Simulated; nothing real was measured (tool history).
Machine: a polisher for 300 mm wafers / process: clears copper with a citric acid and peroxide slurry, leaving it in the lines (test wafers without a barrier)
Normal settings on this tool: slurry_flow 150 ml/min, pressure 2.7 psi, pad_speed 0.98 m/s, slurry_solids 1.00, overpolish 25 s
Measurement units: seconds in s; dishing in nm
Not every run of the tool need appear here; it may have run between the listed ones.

run	hour	slurry_flow	pressure	pad_speed	slurry_solids	overpolish	wafers since the last listed run	wafers polished on this pad	hours since the slurry nozzle was cleaned	hours since the head pressure was calibrated	hours since the slurry blender was calibrated	incoming thickness of the incoming film, nm	seconds	dishing
1	0.0	135	2.7	0.98	1.00	16	0	682	107.3	116.7	56.7	208.1	115.4	22.8
2	16.1	135	2.7	0.98	1.00	16	136	819	123.4	132.8	72.8	208.1	111.7	22.8
3	48.3	165	2.7	0.98	1.00	25	273	1092	155.6	165.0	105.0	206.3	108.2	34.5
4	83.8	165	2.7	0.98	1.00	25	301	1393	191.1	200.5	140.5	211.8	109.9	35.7
5	105.0	165	2.7	0.98	1.00	25	179	1573	212.3	221.7	161.7	208.4	108.8	35.3
# hour 123.6: worn pad replaced by a new one
6	130.1	150	2.7	0.98	1.00	25	178	55	237.4	246.8	186.8	210.1	117.5	33.3
# hour 150.6: slurry blender recalibrated
7	164.4	150	3.3	0.98	1.00	25	273	329	271.7	281.1	13.8	209.2	96.4	37.9
8	195.0	150	2.7	0.98	0.80	25	259	588	302.3	311.7	44.4	211.2	120.7	31.5
9	212.2	200	2.7	1.22	0.80	25	145	734	319.5	328.9	61.6	211.0	95.7	41.8
10	231.0	135	2.7	0.98	1.00	15	159	894	338.3	347.7	80.4	209.4	121.4	20.7
11	244.5	150	3.0	0.88	1.20	13	114	1008	351.8	361.2	93.9	209.6	111.7	18.2
12	267.4	150	2.7	0.98	1.10	14	194	1202	374.7	384.1	116.8	209.6	116.0	19.3
13	284.5	150	2.7	0.98	1.00	25	145	1347	391.8	401.2	133.9	210.5	118.2	33.0
14	307.0	190	2.7	0.98	0.75	25	190	1538	414.3	423.7	156.4	210.3	123.2	32.2
15	319.2	150	2.7	0.98	1.00	25	103	1642	426.5	435.9	168.6	208.7	117.6	32.8
16	332.7	150	3.5	1.08	1.00	13	114	1756	440.0	449.4	182.1	211.5	90.4	23.8
17	348.9	150	2.7	0.64	1.00	33	137	1894	456.2	465.6	198.3	209.9	176.6	29.0
# hour 359.9: worn pad replaced by a new one
# hour 372.0: slurry blender recalibrated
18	372.7	150	3.1	0.98	1.00	10	150	91	480.0	489.4	0.7	211.1	107.9	15.4
19	396.6	130	2.7	0.98	1.15	25	202	293	503.9	513.3	24.6	209.3	120.9	32.7
20	428.9	105	3.6	0.98	0.90	25	273	567	536.2	545.6	56.9	209.0	113.0	33.2
21	457.9	190	3.0	0.98	1.00	25	245	813	565.2	574.6	85.9	208.8	106.3	36.4
22	476.7	190	2.0	0.98	1.00	25	159	973	584.0	593.4	104.7	211.3	145.0	28.6
23	511.6	150	2.7	0.98	1.00	25	295	1269	618.9	628.3	139.6	211.4	125.2	31.0
24	527.8	130	2.7	0.82	1.10	32	137	1406	635.1	644.5	155.8	210.2	153.2	32.3
25	551.7	150	2.7	0.98	1.00	25	202	1609	659.0	668.4	179.7	209.9	125.1	31.7
# hour 555.0: slurry nozzle cleaned
# hour 571.4: slurry blender recalibrated
26	573.5	150	2.7	1.10	1.00	25	159	1768	18.5	690.2	2.1	212.8	100.2	37.8
# hour 589.2: worn pad replaced by a new one
27	603.9	150	2.7	0.70	0.70	25	223	124	48.9	720.6	32.5	208.4	177.4	22.7

Here are 5 independent what-if runs from the current tool condition. What would each one return?
A	604.4	150	2.1	0.98	1.00	25	4	129	49.4	721.1	33.0	210.8	?	?
B	604.4	185	2.7	0.66	1.25	29	4	129	49.4	721.1	33.0	210.8	?	?
C	604.4	150	2.7	0.64	0.70	25	4	129	49.4	721.1	33.0	210.8	?	?
D	604.4	120	2.7	0.72	1.00	25	4	129	49.4	721.1	33.0	210.8	?	?
E	604.4	190	2.1	0.98	1.00	25	4	129	49.4	721.1	33.0	210.8	?	?

run	seconds	dishing
A	135.2	29.7
B	148.5	31.5
C	193.5	21.6
D	161.3	25.6
E	129.2	31.0
Take away the tool's hidden state, keep each run's random variation, and the runs would have read:
run	seconds	dishing
A	131.4	30.5
B	145.2	32.1
C	188.1	22.2
D	155.6	26.4
E	126.3	31.6

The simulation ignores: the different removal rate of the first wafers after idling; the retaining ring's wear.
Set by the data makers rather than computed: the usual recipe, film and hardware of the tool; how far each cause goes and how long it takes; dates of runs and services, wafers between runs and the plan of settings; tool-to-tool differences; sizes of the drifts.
